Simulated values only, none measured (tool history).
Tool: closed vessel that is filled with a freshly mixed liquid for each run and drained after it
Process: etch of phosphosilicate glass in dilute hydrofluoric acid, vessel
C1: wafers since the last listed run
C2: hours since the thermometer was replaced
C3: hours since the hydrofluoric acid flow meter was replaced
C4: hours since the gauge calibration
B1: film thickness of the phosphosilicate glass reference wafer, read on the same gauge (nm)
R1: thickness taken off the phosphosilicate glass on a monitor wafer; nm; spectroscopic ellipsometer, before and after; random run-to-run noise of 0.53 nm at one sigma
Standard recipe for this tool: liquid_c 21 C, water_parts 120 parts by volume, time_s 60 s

Run 1, day 0: usual settings; C1 0; C2 1275.4; C3 144.7; C4 145.7; B1 90.04. Result: R1 89.85 nm.
Run 2, day 1.129: usual settings; C1 2332; C2 1302.5; C3 171.8; C4 172.8; B1 90. Result: R1 87.93 nm.
Run 3, day 2.388: usual settings; C1 2599; C2 1332.7; C3 202; C4 203; B1 90.01. Result: R1 88.27 nm.
Run 4, day 3.296: usual settings; C1 1876; C2 1354.5; C3 223.8; C4 224.8; B1 90.07. Result: R1 88.43 nm.
Run 5, day 4.167: usual settings; C1 1799; C2 1375.4; C3 244.7; C4 245.7; B1 89.97. Result: R1 87.31 nm.
Run 6, day 4.704: usual settings; C1 1110; C2 1388.3; C3 257.6; C4 258.6; B1 90.01. Result: R1 88.2 nm.
Run 7, day 5.462: usual settings but time_s 40 s; C1 1566; C2 1406.5; C3 275.8; C4 276.8; B1 90.01. Result: R1 58.69 nm.
Run 8, day 6.858: usual settings but time_s 40 s; C1 2883; C2 1440; C3 309.3; C4 310.3; B1 90.02. Result: R1 57.96 nm.
Run 9, day 8.017: usual settings but time_s 40 s; C1 2392; C2 1467.8; C3 337.1; C4 338.1; B1 89.98. Result: R1 57.84 nm.
Run 10, day 8.729: usual settings; C1 1471; C2 1484.9; C3 354.2; C4 355.2; B1 90.01. Result: R1 86.9 nm.
Run 11, day 9.846: usual settings; C1 2306; C2 1511.7; C3 381; C4 382; B1 90.04. Result: R1 86.65 nm.
Run 12, day 10.758: usual settings; C1 1885; C2 1533.6; C3 402.9; C4 403.9; B1 90.05. Result: R1 85.61 nm.
Run 13, day 11.317: usual settings; C1 1153; C2 1547; C3 416.3; C4 417.3; B1 89.95. Result: R1 86.95 nm.
Run 14, day 12.396: usual settings; C1 2229; C2 1572.9; C3 442.2; C4 443.2; B1 89.98. Result: R1 85.91 nm.
Run 15, day 13.329: usual settings; C1 1928; C2 1595.3; C3 464.6; C4 465.6; B1 90.01. Result: R1 85.25 nm.
Run 16, day 17.1: usual settings but liquid_c 23 C, water_parts 70 parts by volume, time_s 30 s; C1 7790; C2 1685.8; C3 555.1; C4 556.1; B1 89.99. Result: R1 83.17 nm.

What does the tool deliver on the next run?
At day 17.417: hydrofluoric acid flow meter replaced.
Run 17, day 17.738: usual settings but liquid_c 24.5 C, water_parts 80 parts by volume, time_s 40 s; C1 1230; C2 1701.1; C3 7.7; C4 571.4; B1 ?. Result: R1 ?.

For run 17 the tool returned B1 89.99, R1 108.94 nm.
Take away the tool's hidden state, keep the run-to-run variation as it was, and the same run would have given R1 109.58 nm.

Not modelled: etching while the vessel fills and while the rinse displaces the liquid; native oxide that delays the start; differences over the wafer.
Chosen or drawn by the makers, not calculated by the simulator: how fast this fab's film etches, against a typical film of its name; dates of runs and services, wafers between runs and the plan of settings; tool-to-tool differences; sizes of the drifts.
